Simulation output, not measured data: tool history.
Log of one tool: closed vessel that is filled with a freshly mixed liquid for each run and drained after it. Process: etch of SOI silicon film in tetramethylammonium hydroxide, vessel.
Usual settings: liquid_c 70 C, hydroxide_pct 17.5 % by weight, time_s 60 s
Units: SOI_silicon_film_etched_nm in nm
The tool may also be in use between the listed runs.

run     day  liquid_c  hydroxide_pct  time_s  read-back film thickness of the SOI silicon film reference wafer, read on the same gauge (nm)  SOI_silicon_film_etched_nm
  1       0        70             16      60                                                                                          79.98                      358.74
  2   0.862        70             16      60                                                                                          80.02                      359.68
  3   1.421        70           14.5      60                                                                                          79.99                      377.19
  4    1.95        70           17.5      60                                                                                          79.99                      352.27
  5   2.888        70           17.5      60                                                                                          79.99                      354.04
  6   3.854        70           17.5      60                                                                                          80.03                      351.08
  7   4.646        70           17.5      60                                                                                          79.98                      348.33
  8   5.367        70           17.5      60                                                                                          79.96                      351.41
  9   5.921        70           17.5      60                                                                                          80.03                      357.95
 10   7.333        70           17.5      60                                                                                          80.01                      354.44
 11   8.558        70           17.5      60                                                                                          80.01                      354.78
 12   9.579        70           17.5      60                                                                                          79.94                      354.38
      9.646  -- thermometer replaced
 13  10.388        70           21.5      60                                                                                          79.99                      302.76
 14  11.525        70           21.5      60                                                                                          79.96                      304.89
 15  12.521        70           17.5      60                                                                                          79.98                      332.99
 16  13.283        70           17.5      70                                                                                          80.01                       388.8
     14.129  -- hydroxide flow meter replaced
 17  14.529        70           17.5      60                                                                                          79.98                      338.23
     14.954  -- gauge calibrated
 18  15.867        70             22      35                                                                                             80                      178.86
 19  16.675        70           17.5      60                                                                                          79.99                      342.73
 20  17.475        70           17.5      60                                                                                          79.99                      339.59
 21  18.721        62           17.5      90                                                                                          79.98                      316.45
 22  19.604        70           21.5      30                                                                                          79.98                      153.95
 23    24.1        70             22      95                                                                                          80.04                      489.08
 24  25.721        70           14.5      60                                                                                          79.96                      369.05
 25  27.138      75.5           15.5      60                                                                                          79.99                      495.21
 26  27.925      72.5             16      85                                                                                          79.98                      581.94
 27  29.042        64           12.5      35                                                                                          79.98                      162.51
 28  29.738        70           17.5      85                                                                                          79.99                      492.49
 29  30.333        70           17.5      60                                                                                          80.02                      349.34

Forecast each of these 4 alternatives for the next run:
  A  30.362        70           17.5      60                                                                                              ?                           ?
  B  30.362        77             19      85                                                                                              ?                           ?
  C  30.362        63           21.5      45                                                                                              ?                           ?
  D  30.362        67           13.5      80                                                                                              ?                           ?

run  read-back film thickness of the SOI silicon film reference wafer, read on the same gauge (nm)  SOI_silicon_film_etched_nm
  A                                                                                          80.04                      347.23
  B                                                                                          80.04                       710.4
  C                                                                                          80.04                      156.18
  D                                                                                          80.04                      432.51
Without the tool's hidden state the same runs would have given:
run  SOI_silicon_film_etched_nm
  A                      336.41
  B                      689.13
  C                      151.11
  D                       418.8
